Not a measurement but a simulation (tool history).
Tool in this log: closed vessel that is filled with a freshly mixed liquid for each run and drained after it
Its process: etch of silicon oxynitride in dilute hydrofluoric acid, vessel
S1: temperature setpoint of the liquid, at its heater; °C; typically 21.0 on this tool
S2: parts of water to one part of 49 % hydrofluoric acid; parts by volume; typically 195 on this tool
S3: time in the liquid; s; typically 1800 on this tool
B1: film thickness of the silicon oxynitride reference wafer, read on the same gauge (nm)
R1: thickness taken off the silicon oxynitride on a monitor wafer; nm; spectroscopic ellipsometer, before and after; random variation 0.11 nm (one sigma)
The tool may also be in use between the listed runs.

Run 1, hour 0.0: usual settings but S1 24.5 °C; B1 79.99. Result: R1 19.42 nm.
Run 2, hour 17.1: usual settings but S1 24.5 °C; B1 80.00. Result: R1 19.38 nm.
Run 3, hour 32.5: usual settings; B1 80.01. Result: R1 16.54 nm.
Run 4, hour 40.1: usual settings; B1 80.00. Result: R1 16.22 nm.
At hour 48.5: thermometer replaced.
Run 5, hour 50.0: usual settings; B1 80.01. Result: R1 16.41 nm.
Run 6, hour 65.9: usual settings; B1 79.99. Result: R1 16.41 nm.
Run 7, hour 81.1: usual settings; B1 80.02. Result: R1 16.43 nm.
Run 8, hour 94.1: usual settings; B1 80.00. Result: R1 16.61 nm.
Run 9, hour 110.3: usual settings; B1 79.99. Result: R1 16.36 nm.
Run 10, hour 116.8: usual settings; B1 80.00. Result: R1 16.45 nm.
Run 11, hour 126.6: usual settings but S3 1525 s; B1 80.00. Result: R1 13.92 nm.
Run 12, hour 143.8: usual settings but S1 19.0 °C, S2 110 parts by volume; B1 80.00. Result: R1 28.19 nm.
Run 13, hour 156.4: usual settings but S1 18.0 °C, S2 110 parts by volume; B1 80.01. Result: R1 26.47 nm.
Run 14, hour 169.8: usual settings but S1 17.0 °C, S2 280 parts by volume; B1 80.01. Result: R1 8.92 nm.
Run 15, hour 184.6: usual settings but S1 18.0 °C, S2 240 parts by volume, S3 1210 s; B1 80.00. Result: R1 7.60 nm.
Run 16, hour 192.3: usual settings; B1 79.98. Result: R1 16.19 nm.
At hour 206.3: hydrofluoric acid flow meter replaced.
At hour 212.1: gauge calibrated.
Run 17, hour 227.3: usual settings but S1 17.0 °C, S2 250 parts by volume, S3 2690 s; B1 80.02. Result: R1 16.99 nm.
Run 18, hour 236.8: usual settings but S1 18.0 °C; B1 80.01. Result: R1 15.65 nm.

Run 19 is up next; what results do you expect?
Run 19, hour 244.1: usual settings; B1 ?. Result: R1 ?.

Run 19 yielded B1 79.99, R1 18.24 nm.
Minus the tool's unlogged condition, the same run would have read R1 18.41 nm.

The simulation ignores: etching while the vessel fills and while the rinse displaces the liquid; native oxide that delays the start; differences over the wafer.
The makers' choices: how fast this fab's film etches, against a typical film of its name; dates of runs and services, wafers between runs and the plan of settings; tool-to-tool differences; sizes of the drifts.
